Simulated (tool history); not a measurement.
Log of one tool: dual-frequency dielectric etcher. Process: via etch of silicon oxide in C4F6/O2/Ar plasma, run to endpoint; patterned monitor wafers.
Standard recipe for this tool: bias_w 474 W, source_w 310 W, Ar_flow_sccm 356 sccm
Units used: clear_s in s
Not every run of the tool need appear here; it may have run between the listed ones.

| run | hour | bias_w | source_w | Ar_flow_sccm | wafers since the last listed run | hours since the last wet clean | hours since the last bias power generator calibration | hours since the last source power generator calibration | hours since the last Ar flow controller change | hours since the last upper electrode change | incoming incoming film thickness, nm | clear_s |
|---|---|---|---|---|---|---|---|---|---|---|---|---|
| 1 | 0.0 | 474 | 310 | 356 | 0 | 337.8 | 219.5 | 3981.6 | 3938.8 | 2682.4 | 185.6 | 43.3 |
| 2 | 81.6 | 474 | 250 | 356 | 1201 | 419.4 | 301.1 | 4063.2 | 4020.4 | 2764.0 | 184.1 | 45.1 |
|  | 140.4 | wet clean of the chamber |
| 3 | 163.1 | 474 | 250 | 356 | 846 | 22.7 | 382.6 | 4144.7 | 4101.9 | 2845.5 | 183.6 | 44.8 |
| 4 | 237.3 | 474 | 310 | 356 | 1092 | 96.9 | 456.8 | 4218.9 | 4176.1 | 2919.7 | 181.8 | 42.4 |
| 5 | 335.5 | 474 | 310 | 356 | 1446 | 195.1 | 555.0 | 4317.1 | 4274.3 | 3017.9 | 183.6 | 43.1 |
| 6 | 409.7 | 474 | 310 | 356 | 1092 | 269.3 | 629.2 | 4391.3 | 4348.5 | 3092.1 | 185.4 | 43.5 |
| 7 | 507.0 | 448 | 310 | 356 | 1432 | 366.6 | 726.5 | 4488.6 | 4445.8 | 3189.4 | 184.6 | 45.0 |
|  | 622.0 | wet clean of the chamber |
| 8 | 622.5 | 474 | 310 | 356 | 1347 | 0.5 | 842.0 | 4604.1 | 4561.3 | 3304.9 | 182.1 | 43.1 |
| 9 | 699.3 | 474 | 310 | 356 | 1131 | 77.3 | 918.8 | 4680.9 | 4638.1 | 3381.7 | 184.4 | 43.7 |
| 10 | 749.3 | 474 | 310 | 356 | 736 | 127.3 | 968.8 | 4730.9 | 4688.1 | 3431.7 | 182.9 | 43.4 |
| 11 | 811.5 | 474 | 310 | 356 | 916 | 189.5 | 1031.0 | 4793.1 | 4750.3 | 3493.9 | 184.2 | 43.8 |
| 12 | 886.1 | 474 | 310 | 356 | 1098 | 264.1 | 1105.6 | 4867.7 | 4824.9 | 3568.5 | 185.8 | 44.0 |
| 13 | 942.9 | 474 | 310 | 356 | 836 | 320.9 | 1162.4 | 4924.5 | 4881.7 | 3625.3 | 184.9 | 43.7 |
| 14 | 1029.7 | 534 | 240 | 268 | 1278 | 407.7 | 1249.2 | 5011.3 | 4968.5 | 3712.1 | 183.4 | 40.6 |
|  | 1060.7 | wet clean of the chamber |
| 15 | 1097.0 | 516 | 310 | 421 | 637 | 36.3 | 1316.5 | 5078.6 | 5035.8 | 3779.4 | 184.0 | 43.0 |
| 16 | 1162.4 | 474 | 230 | 326 | 963 | 101.7 | 1381.9 | 5144.0 | 5101.2 | 3844.8 | 184.4 | 45.7 |
|  | 1204.1 | upper electrode replaced |
|  | 1219.2 | source power generator calibrated |
| 17 | 1251.1 | 518 | 390 | 409 | 893 | 190.4 | 1470.6 | 31.9 | 5189.9 | 47.0 | 185.7 | 41.1 |
| 18 | 1322.9 | 393 | 310 | 356 | 1057 | 262.2 | 1542.4 | 103.7 | 5261.7 | 118.8 | 183.2 | 49.1 |
| 19 | 1383.9 | 562 | 230 | 390 | 898 | 323.2 | 1603.4 | 164.7 | 5322.7 | 179.8 | 183.1 | 42.7 |
|  | 1519.7 | wet clean of the chamber |
|  | 1601.6 | bias power generator calibrated |
|  | 1658.3 | Ar flow controller replaced |
| 20 | 1671.6 | 576 | 260 | 305 | 3736 | 151.9 | 70.0 | 452.4 | 13.3 | 467.5 | 183.2 | 38.5 |
| 21 | 1766.5 | 375 | 310 | 268 | 1397 | 246.8 | 164.9 | 547.3 | 108.2 | 562.4 | 184.9 | 47.8 |
| 22 | 1836.5 | 379 | 230 | 356 | 1030 | 316.8 | 234.9 | 617.3 | 178.2 | 632.4 | 184.9 | 53.0 |
| 23 | 1933.7 | 368 | 360 | 328 | 1431 | 414.0 | 332.1 | 714.5 | 275.4 | 729.6 | 183.6 | 47.9 |
| 24 | 1979.0 | 474 | 230 | 326 | 667 | 459.3 | 377.4 | 759.8 | 320.7 | 774.9 | 183.3 | 45.1 |
| 25 | 2055.2 | 363 | 250 | 399 | 1122 | 535.5 | 453.6 | 836.0 | 396.9 | 851.1 | 182.8 | 54.0 |
|  | 2096.9 | wet clean of the chamber |
| 26 | 2106.7 | 474 | 310 | 356 | 404 | 9.8 | 505.1 | 887.5 | 448.4 | 902.6 | 185.1 | 43.4 |
| 27 | 2180.2 | 438 | 310 | 356 | 1082 | 83.3 | 578.6 | 961.0 | 521.9 | 976.1 | 183.1 | 45.3 |
| 28 | 2219.3 | 474 | 310 | 356 | 575 | 122.4 | 617.7 | 1000.1 | 561.0 | 1015.2 | 184.8 | 43.6 |
| 29 | 2257.9 | 474 | 310 | 356 | 568 | 161.0 | 656.3 | 1038.7 | 599.6 | 1053.8 | 184.4 | 43.5 |

Each row is a separate what-if for the run after 29, all from the same tool condition, not one after another. Results?
| A | 2258.3 | 580 | 310 | 356 | 5 | 161.4 | 656.7 | 1039.1 | 600.0 | 1054.2 | 183.1 | ? |
| B | 2258.3 | 527 | 270 | 306 | 5 | 161.4 | 656.7 | 1039.1 | 600.0 | 1054.2 | 183.1 | ? |
| C | 2258.3 | 474 | 310 | 302 | 5 | 161.4 | 656.7 | 1039.1 | 600.0 | 1054.2 | 183.1 | ? |
| D | 2258.3 | 578 | 290 | 330 | 5 | 161.4 | 656.7 | 1039.1 | 600.0 | 1054.2 | 183.1 | ? |

| run | clear_s |
|---|---|
| A | 38.4 |
| B | 40.6 |
| C | 42.0 |
| D | 38.5 |
With the hidden condition removed and each run's random variation left untouched, the same runs would have given:
| run | clear_s |
|---|---|
| A | 38.0 |
| B | 40.2 |
| C | 41.5 |
| D | 38.1 |

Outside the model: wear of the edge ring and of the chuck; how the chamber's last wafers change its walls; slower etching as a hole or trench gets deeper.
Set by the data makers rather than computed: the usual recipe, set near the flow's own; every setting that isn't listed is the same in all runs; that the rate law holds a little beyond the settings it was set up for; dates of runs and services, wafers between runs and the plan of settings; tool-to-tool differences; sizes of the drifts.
